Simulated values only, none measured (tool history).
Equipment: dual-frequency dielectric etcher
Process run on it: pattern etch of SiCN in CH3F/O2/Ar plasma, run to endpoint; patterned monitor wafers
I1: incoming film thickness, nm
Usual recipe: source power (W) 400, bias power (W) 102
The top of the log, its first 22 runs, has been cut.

{"run": 23, "hour": 1107.0, "source power (W)": 340, "bias power (W)": 111, "I1": 6.66, "endpoint time (s)": 16.5}
{"run": 24, "hour": 1156.3, "source power (W)": 300, "bias power (W)": 79, "I1": 6.64, "endpoint time (s)": 19.1}
{"run": 25, "hour": 1180.3, "source power (W)": 400, "bias power (W)": 102, "I1": 6.59, "endpoint time (s)": 15.7}
{"hour": 1230.1, "done": "upper electrode replaced"}
{"run": 26, "hour": 1243.3, "source power (W)": 310, "bias power (W)": 94, "I1": 6.63, "endpoint time (s)": 18.1}
{"hour": 1279.4, "done": "wet clean of the chamber"}
{"run": 27, "hour": 1282.9, "source power (W)": 400, "bias power (W)": 95, "I1": 6.54, "endpoint time (s)": 15.4}
{"run": 28, "hour": 1342.6, "source power (W)": 500, "bias power (W)": 102, "I1": 6.68, "endpoint time (s)": 14.2}
{"run": 29, "hour": 1399.6, "source power (W)": 320, "bias power (W)": 119, "I1": 6.6, "endpoint time (s)": 16.1}
{"run": 30, "hour": 1455.5, "source power (W)": 470, "bias power (W)": 120, "I1": 6.58, "endpoint time (s)": 13.8}
{"run": 31, "hour": 1515.8, "source power (W)": 470, "bias power (W)": 102, "I1": 6.65, "endpoint time (s)": 14.5}
{"run": 32, "hour": 1560.9, "source power (W)": 440, "bias power (W)": 89, "I1": 6.51, "endpoint time (s)": 15.1}
{"run": 33, "hour": 1603.0, "source power (W)": 400, "bias power (W)": 102, "I1": 6.59, "endpoint time (s)": 15.4}
{"run": 34, "hour": 1668.7, "source power (W)": 470, "bias power (W)": 84, "I1": 6.69, "endpoint time (s)": 15.5}
{"run": 35, "hour": 1703.5, "source power (W)": 330, "bias power (W)": 90, "I1": 6.6, "endpoint time (s)": 17.5}

Branching from run 35: 4 alternative next runs. What would each branch give?
{"run": "A", "hour": 1703.9, "source power (W)": 400, "bias power (W)": 90, "I1": 6.61, "endpoint time (s)": "?"}
{"run": "B", "hour": 1703.9, "source power (W)": 330, "bias power (W)": 115, "I1": 6.61, "endpoint time (s)": "?"}
{"run": "C", "hour": 1703.9, "source power (W)": 460, "bias power (W)": 89, "I1": 6.61, "endpoint time (s)": "?"}
{"run": "D", "hour": 1703.9, "source power (W)": 470, "bias power (W)": 85, "I1": 6.61, "endpoint time (s)": "?"}

run=A endpoint_time_(s)=16.1
run=B endpoint_time_(s)=16.3
run=C endpoint_time_(s)=15.2
run=D endpoint_time_(s)=15.3
What these runs would have given with no unlogged condition in the tool:
run=A endpoint_time_(s)=15.9
run=B endpoint_time_(s)=16.1
run=C endpoint_time_(s)=15.0
run=D endpoint_time_(s)=15.1
